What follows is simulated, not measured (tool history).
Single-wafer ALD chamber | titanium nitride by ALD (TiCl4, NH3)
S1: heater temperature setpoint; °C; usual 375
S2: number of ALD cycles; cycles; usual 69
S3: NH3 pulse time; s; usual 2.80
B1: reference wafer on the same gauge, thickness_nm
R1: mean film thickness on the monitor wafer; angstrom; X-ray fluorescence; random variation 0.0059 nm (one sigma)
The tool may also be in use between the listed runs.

run    hour   S1  S2    S3     B1     R1
  1     0.0  375  66  2.48  1.820  14.64
  2    82.5  370  69  2.14  1.818  14.99
  3   127.3  370  69  2.14  1.819  14.93
  4   204.1  370  69  2.14  1.820  15.03
  5   287.5  375  69  2.80  1.820  15.31
  6   339.7  375  69  2.80  1.823  15.39
  7   384.4  375  69  2.80  1.820  15.25
  8   475.5  368  69  2.80  1.818  15.14
  9   547.9  368  69  2.80  1.820  15.26
 10   590.4  375  69  2.80  1.820  15.31
 11   764.9  375  69  2.80  1.820  15.42
 12   825.6  375  69  2.80  1.822  15.22
 13   863.1  375  60  2.80  1.821  13.41
 14   958.5  375  60  2.80  1.819  13.31
 15  1065.3  375  69  2.80  1.820  15.35
 16  1125.5  375  69  2.80  1.820  15.39
 17  1191.3  375  69  2.80  1.821  15.49
 18  1227.9  360  62  3.17  1.822  13.62
 19  1322.8  375  69  2.80  1.817  15.28
 20  1361.4  381  58  3.49  1.820  13.12
 21  1414.0  375  69  2.80  1.821  15.45
 22  1469.2  383  82  1.88  1.820  17.91
 23  1544.4  375  69  2.80  1.820  15.34
 24  1625.4  384  57  1.84  1.820  12.47
 25  1721.6  375  61  2.80  1.820  13.50
 26  1797.9  375  69  2.80  1.821  15.37
 27  1850.8  366  75  3.71  1.818  16.77
 28  1921.8  365  76  3.21  1.823  16.80
 29  2025.0  365  76  3.21  1.818  16.79
 30  2080.0  375  60  2.80  1.823  13.22
 31  2131.2  386  82  2.49  1.820  18.28
 32  2187.2  386  56  2.09  1.820  12.32
 33  2253.3  375  60  2.80  1.821  13.35
 34  2299.4  385  69  3.38  1.822  15.57

Not shown: 4 entries that the log had between the listed runs. Between which runs, and how does the tool's hidden state differ before and after?
Between runs 10 and 11: showerhead replaced (hour 695.9); thermocouple changed; heater temperature recalibrated (hour 758.4)
  no hidden state differs between the two runs
Between runs 13 and 14: gauge calibrated (hour 895.8)
  no hidden state differs between the two runs
Between runs 26 and 27: thermocouple changed; heater temperature recalibrated (hour 1828.7)
  no hidden state differs between the two runs
